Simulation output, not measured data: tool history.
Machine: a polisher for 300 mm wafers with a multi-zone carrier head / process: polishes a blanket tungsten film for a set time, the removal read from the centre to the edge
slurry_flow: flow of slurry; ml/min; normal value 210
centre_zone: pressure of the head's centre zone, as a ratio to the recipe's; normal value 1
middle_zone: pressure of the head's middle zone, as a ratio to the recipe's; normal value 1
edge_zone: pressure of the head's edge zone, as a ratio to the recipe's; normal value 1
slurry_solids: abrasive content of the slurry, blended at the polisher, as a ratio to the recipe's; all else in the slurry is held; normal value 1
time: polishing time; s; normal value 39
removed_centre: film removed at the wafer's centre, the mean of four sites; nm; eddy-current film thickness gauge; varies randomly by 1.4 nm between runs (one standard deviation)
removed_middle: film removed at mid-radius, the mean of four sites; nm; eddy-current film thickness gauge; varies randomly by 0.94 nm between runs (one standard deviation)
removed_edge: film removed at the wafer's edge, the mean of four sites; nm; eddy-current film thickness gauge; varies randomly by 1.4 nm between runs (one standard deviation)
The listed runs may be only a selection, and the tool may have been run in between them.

| run | hour | slurry_flow | centre_zone | middle_zone | edge_zone | slurry_solids | time | incoming thickness of the incoming film, nm | removed_centre | removed_middle | removed_edge |
|---|---|---|---|---|---|---|---|---|---|---|---|
| 1 | 0 | 210 | 1 | 0.97 | 1 | 0.7 | 35 | 685.2 | 114.6 | 111 | 115.5 |
| 2 | 58.9 | 210 | 1 | 1.04 | 1 | 1 | 25 | 699.4 | 95.2 | 95.1 | 97.2 |
| 3 | 122.4 | 210 | 1 | 0.88 | 1.08 | 1 | 45 | 686.9 | 174 | 159.1 | 180.8 |
| 4 | 147.8 | 210 | 1 | 1 | 1 | 1 | 39 | 686.7 | 148.1 | 145.7 | 151.9 |
| 5 | 194.9 | 210 | 1 | 1 | 1 | 0.9 | 32 | 695.5 | 118.9 | 114.6 | 118.4 |
| 6 | 354.6 | 210 | 1 | 1 | 1 | 1 | 39 | 692.8 | 152.1 | 143.1 | 152.1 |
| 7 | 412.9 | 210 | 1 | 1 | 1 | 1 | 39 | 693.9 | 152.4 | 143.3 | 147.8 |
|  | 416.2 | edge zone pressure recalibrated |
|  | 433.6 | carrier head's membrane replaced by a new one |
| 8 | 464.3 | 210 | 1 | 1 | 1 | 1.1 | 39 | 703.4 | 156.9 | 147.7 | 158.2 |
|  | 496.5 | worn pad replaced by a new one |
| 9 | 506.6 | 210 | 1.08 | 1 | 1 | 0.9 | 44 | 701.8 | 173.6 | 153.1 | 160.7 |
| 10 | 566.5 | 210 | 1 | 1 | 1 | 1 | 39 | 687.5 | 149.7 | 141.9 | 149.3 |
|  | 587.2 | centre zone pressure recalibrated |
| 11 | 596.4 | 210 | 1 | 1 | 1 | 1 | 39 | 688.2 | 144.1 | 140.5 | 145.6 |
| 12 | 662.3 | 260 | 1 | 1 | 1 | 1 | 39 | 693.6 | 148.2 | 142.5 | 148.8 |
|  | 689.1 | slurry nozzle cleaned |
| 13 | 797.4 | 170 | 1.06 | 1 | 0.96 | 0.85 | 39 | 697.4 | 147.2 | 132.8 | 135.9 |
|  | 862.9 | carrier head's membrane replaced by a new one |
| 14 | 865.5 | 210 | 1.12 | 1 | 1 | 1 | 39 | 689.3 | 172.2 | 146.6 | 152 |
| 15 | 909 | 210 | 1 | 1 | 0.92 | 1 | 39 | 688.6 | 151.6 | 144.4 | 147.8 |
|  | 926.5 | worn pad replaced by a new one |
| 16 | 939.4 | 210 | 1 | 0.92 | 1 | 1 | 48 | 696.7 | 189.7 | 171.8 | 185.3 |
| 17 | 969.7 | 210 | 1 | 1 | 1 | 1 | 39 | 704.1 | 154.9 | 146.7 | 150.9 |
| 18 | 1034.8 | 250 | 0.97 | 1 | 1 | 0.85 | 39 | 689.3 | 142.1 | 137.9 | 142.2 |
| 19 | 1071.6 | 210 | 1 | 1 | 1 | 1.15 | 50 | 676.3 | 209.6 | 197.2 | 204.6 |
|  | 1078.5 | edge zone pressure recalibrated |
| 20 | 1140.7 | 210 | 1.06 | 1 | 1 | 1 | 39 | 690.4 | 160.9 | 144.5 | 150.2 |
| 21 | 1196.1 | 210 | 1 | 1 | 1 | 1 | 39 | 689.5 | 151.8 | 144.8 | 148.9 |

Each row is a separate what-if for the run after 21, all from the same tool condition, not one after another. Results?
| A | 1196.5 | 165 | 1 | 1 | 1 | 1 | 39 | 694.6 | ? | ? | ? |
| B | 1196.5 | 245 | 1 | 1 | 1 | 1.3 | 39 | 694.6 | ? | ? | ? |
| C | 1196.5 | 160 | 1 | 1 | 0.95 | 0.7 | 35 | 694.6 | ? | ? | ? |
| D | 1196.5 | 190 | 1 | 1 | 1 | 1.1 | 39 | 694.6 | ? | ? | ? |

| run | removed_centre | removed_middle | removed_edge |
|---|---|---|---|
| A | 147.5 | 141.5 | 147.3 |
| B | 171.1 | 163.3 | 168 |
| C | 112 | 107.6 | 109.3 |
| D | 155.9 | 149.3 | 154.7 |
What these runs would have given with no unlogged condition in the tool:
| run | removed_centre | removed_middle | removed_edge |
|---|---|---|---|
| A | 145.3 | 144.4 | 149.5 |
| B | 167.6 | 165.8 | 169.9 |
| C | 110.4 | 109.8 | 111 |
| D | 153.3 | 152.1 | 156.8 |
